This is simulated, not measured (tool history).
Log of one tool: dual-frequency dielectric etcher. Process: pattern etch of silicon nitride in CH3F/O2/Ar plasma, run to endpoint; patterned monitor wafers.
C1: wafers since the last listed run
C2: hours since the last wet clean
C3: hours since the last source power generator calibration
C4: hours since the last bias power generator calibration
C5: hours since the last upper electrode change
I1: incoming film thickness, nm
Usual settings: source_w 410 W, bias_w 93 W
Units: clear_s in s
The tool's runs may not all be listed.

{"run": 1, "hour": 0.0, "source_w": 350, "bias_w": 93, "C1": 0, "C2": 219.2, "C3": 1290.2, "C4": 1376.5, "C5": 4708.4, "I1": 26.15, "clear_s": 35.5}
{"run": 2, "hour": 69.2, "source_w": 350, "bias_w": 93, "C1": 666, "C2": 288.4, "C3": 1359.4, "C4": 1445.7, "C5": 4777.6, "I1": 25.81, "clear_s": 34.9}
{"hour": 129.1, "done": "wet clean of the chamber"}
{"run": 3, "hour": 129.6, "source_w": 410, "bias_w": 93, "C1": 350, "C2": 0.5, "C3": 1419.8, "C4": 1506.1, "C5": 4838, "I1": 26.19, "clear_s": 34.6}
{"run": 4, "hour": 155.1, "source_w": 410, "bias_w": 93, "C1": 245, "C2": 26, "C3": 1445.3, "C4": 1531.6, "C5": 4863.5, "I1": 26.28, "clear_s": 34.5}
{"run": 5, "hour": 217.7, "source_w": 410, "bias_w": 93, "C1": 602, "C2": 88.6, "C3": 1507.9, "C4": 1594.2, "C5": 4926.1, "I1": 25.96, "clear_s": 34.2}
{"run": 6, "hour": 266.6, "source_w": 410, "bias_w": 93, "C1": 471, "C2": 137.5, "C3": 1556.8, "C4": 1643.1, "C5": 4975, "I1": 26.04, "clear_s": 34.1}
{"run": 7, "hour": 306.5, "source_w": 410, "bias_w": 93, "C1": 384, "C2": 177.4, "C3": 1596.7, "C4": 1683, "C5": 5014.9, "I1": 26.2, "clear_s": 34}
{"run": 8, "hour": 332.3, "source_w": 370, "bias_w": 111, "C1": 248, "C2": 203.2, "C3": 1622.5, "C4": 1708.8, "C5": 5040.7, "I1": 26.44, "clear_s": 32.9}
{"hour": 363.9, "done": "source power generator calibrated"}
{"run": 9, "hour": 365.3, "source_w": 360, "bias_w": 93, "C1": 279, "C2": 236.2, "C3": 1.4, "C4": 1741.8, "C5": 5073.7, "I1": 26.32, "clear_s": 35.5}
{"hour": 392.2, "done": "upper electrode replaced, of another model than before"}
{"run": 10, "hour": 414.2, "source_w": 330, "bias_w": 93, "C1": 239, "C2": 285.1, "C3": 50.3, "C4": 1790.7, "C5": 22, "I1": 26.05, "clear_s": 36.8}

Forecast run 11:
{"hour": 466.9, "done": "bias power generator calibrated"}
{"hour": 530.6, "done": "wet clean of the chamber"}
{"run": 11, "hour": 579.3, "source_w": 410, "bias_w": 93, "C1": 1320, "C2": 48.7, "C3": 215.4, "C4": 112.4, "C5": 187.1, "I1": 26.27, "clear_s": "?"}

clear_s: 34.9 s
Without the tool's hidden state the same run would have given clear_s 35.1 s.

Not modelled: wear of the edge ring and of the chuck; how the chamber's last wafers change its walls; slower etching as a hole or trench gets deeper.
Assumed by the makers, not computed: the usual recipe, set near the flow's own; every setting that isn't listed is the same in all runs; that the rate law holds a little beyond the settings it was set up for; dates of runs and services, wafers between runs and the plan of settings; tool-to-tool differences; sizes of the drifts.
